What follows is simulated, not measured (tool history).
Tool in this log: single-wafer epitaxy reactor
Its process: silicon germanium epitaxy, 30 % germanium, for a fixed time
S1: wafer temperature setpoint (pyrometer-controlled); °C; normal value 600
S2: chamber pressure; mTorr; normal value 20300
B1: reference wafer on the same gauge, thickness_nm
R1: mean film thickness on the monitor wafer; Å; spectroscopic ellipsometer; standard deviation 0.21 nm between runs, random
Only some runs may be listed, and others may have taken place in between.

| run | hour | S1 | S2 | B1 | R1 |
|---|---|---|---|---|---|
| 1 | 0.0 | 594 | 20300 | 67.329 | 582.12 |
| 2 | 59.2 | 590 | 20300 | 67.284 | 536.93 |
|  | 96.8 | gauge calibrated |
| 3 | 101.9 | 600 | 17500 | 67.291 | 611.75 |
| 4 | 282.0 | 600 | 17500 | 67.298 | 616.85 |
|  | 414.0 | capacitance manometer re-zeroed and calibrated |
| 5 | 466.9 | 594 | 23200 | 67.266 | 607.27 |
| 6 | 504.0 | 594 | 23200 | 67.275 | 611.48 |
| 7 | 600.5 | 600 | 20300 | 67.335 | 651.14 |
| 8 | 636.2 | 600 | 20300 | 67.305 | 654.85 |
|  | 698.5 | showerhead replaced |
| 9 | 704.0 | 600 | 20300 | 67.262 | 657.08 |
| 10 | 757.3 | 600 | 20300 | 67.293 | 656.53 |
|  | 761.2 | gauge calibrated |
| 11 | 781.3 | 594 | 24800 | 67.295 | 647.91 |
|  | 818.3 | pyrometer calibrated |
| 12 | 828.5 | 600 | 23800 | 67.328 | 699.34 |
| 13 | 884.8 | 593 | 17800 | 67.322 | 513.93 |
| 14 | 943.5 | 586 | 17200 | 67.325 | 434.32 |
| 15 | 976.6 | 608 | 21800 | 67.310 | 783.12 |
| 16 | 1034.9 | 600 | 23100 | 67.288 | 693.31 |
| 17 | 1080.8 | 607 | 16300 | 67.266 | 659.33 |
| 18 | 1150.8 | 600 | 20300 | 67.311 | 648.10 |

5 ways to go on from here, each from the tool as it stands after run 18. What would each give?
| A | 1151.2 | 600 | 20300 | ? | ? |
| B | 1151.2 | 614 | 25200 | ? | ? |
| C | 1151.2 | 592 | 23400 | ? | ? |
| D | 1151.2 | 591 | 23000 | ? | ? |
| E | 1151.2 | 615 | 18500 | ? | ? |

| run | B1 | R1 |
|---|---|---|
| A | 67.264 | 649.08 |
| B | 67.264 | 967.94 |
| C | 67.264 | 591.75 |
| D | 67.264 | 574.12 |
| E | 67.264 | 837.10 |
What these runs would have given with no unlogged condition in the tool:
| run | R1 |
|---|---|
| A | 625.94 |
| B | 933.83 |
| C | 570.51 |
| D | 553.49 |
| E | 807.63 |

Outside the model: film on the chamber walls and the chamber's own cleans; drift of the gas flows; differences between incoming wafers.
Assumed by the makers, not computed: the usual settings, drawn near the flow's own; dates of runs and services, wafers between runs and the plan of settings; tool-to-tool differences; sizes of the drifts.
